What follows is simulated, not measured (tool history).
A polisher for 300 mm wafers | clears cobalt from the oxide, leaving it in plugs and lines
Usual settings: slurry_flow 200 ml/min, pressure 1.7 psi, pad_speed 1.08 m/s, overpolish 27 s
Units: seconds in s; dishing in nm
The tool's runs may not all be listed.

run     day  slurry_flow  pressure  pad_speed  overpolish  incoming thickness of the incoming film, nm  seconds  dishing
  1   0.000          200       1.7       1.08          27                                        255.6     64.4     44.8
  2   0.392          200       1.7       1.08          27                                        260.6     65.7     45.2
  3   0.729          200       1.7       1.08          27                                        260.9     65.5     44.3
  4   1.308          200       1.7       1.08          27                                        264.2     66.3     46.0
      1.846  -- worn pad replaced by a new one
  5   1.867          200       1.7       1.08          27                                        259.6     59.4     46.4
  6   2.392          200       1.7       1.08          27                                        260.1     58.3     48.2
  7   2.996          200       1.7       1.08          27                                        258.8     59.3     49.9
  8   3.629          200       1.7       1.08          27                                        258.9     59.8     46.9
  9   4.275          200       1.7       1.08          27                                        260.3     61.1     46.3
 10   4.575          200       1.7       1.08          37                                        259.2     61.4     51.5
 11   5.179          200       1.7       1.08          37                                        264.3     63.3     52.0
      5.483  -- head pressure recalibrated
 12   5.792          255       1.7       1.20          27                                        261.5     53.2     48.4
      5.958  -- slurry nozzle cleaned
 13   6.358          200       1.7       1.08          27                                        262.6     63.3     47.4
 14   6.729          200       1.7       1.08          27                                        257.2     63.6     46.2
 15   7.400          260       1.7       1.08          27                                        261.1     63.8     48.8
      7.883  -- worn pad replaced by a new one, of another model than before
 16   7.954          260       1.7       1.08          20                                        256.7     58.1     42.3
 17   8.700          175       2.3       0.96          27                                        259.7     53.3     49.8
 18   9.358          200       1.7       1.08          41                                        258.4     61.0     53.3
 19   9.971          220       1.5       1.30          18                                        259.6     59.1     41.4
 20  10.650          180       1.4       1.08          27                                        263.9     73.4     45.7
 21  10.938          200       1.4       1.08          14                                        261.7     71.8     32.5
 22  11.554          200       1.7       0.88          16                                        256.4     71.1     35.4

Forecast each of these 3 alternatives for the next run:
  A  11.575          200       1.7       1.08          27                                        259.2        ?        ?
  B  11.575          200       1.2       0.88          27                                        259.2        ?        ?
  C  11.575          250       1.4       1.36          40                                        259.2        ?        ?

run  seconds  dishing
  A     63.4     47.5
  B     87.4     41.9
  C     60.8     52.8
Without the tool's hidden state the same runs would have given:
run  seconds  dishing
  A     57.5     48.9
  B     79.3     43.8
  C     55.1     53.5

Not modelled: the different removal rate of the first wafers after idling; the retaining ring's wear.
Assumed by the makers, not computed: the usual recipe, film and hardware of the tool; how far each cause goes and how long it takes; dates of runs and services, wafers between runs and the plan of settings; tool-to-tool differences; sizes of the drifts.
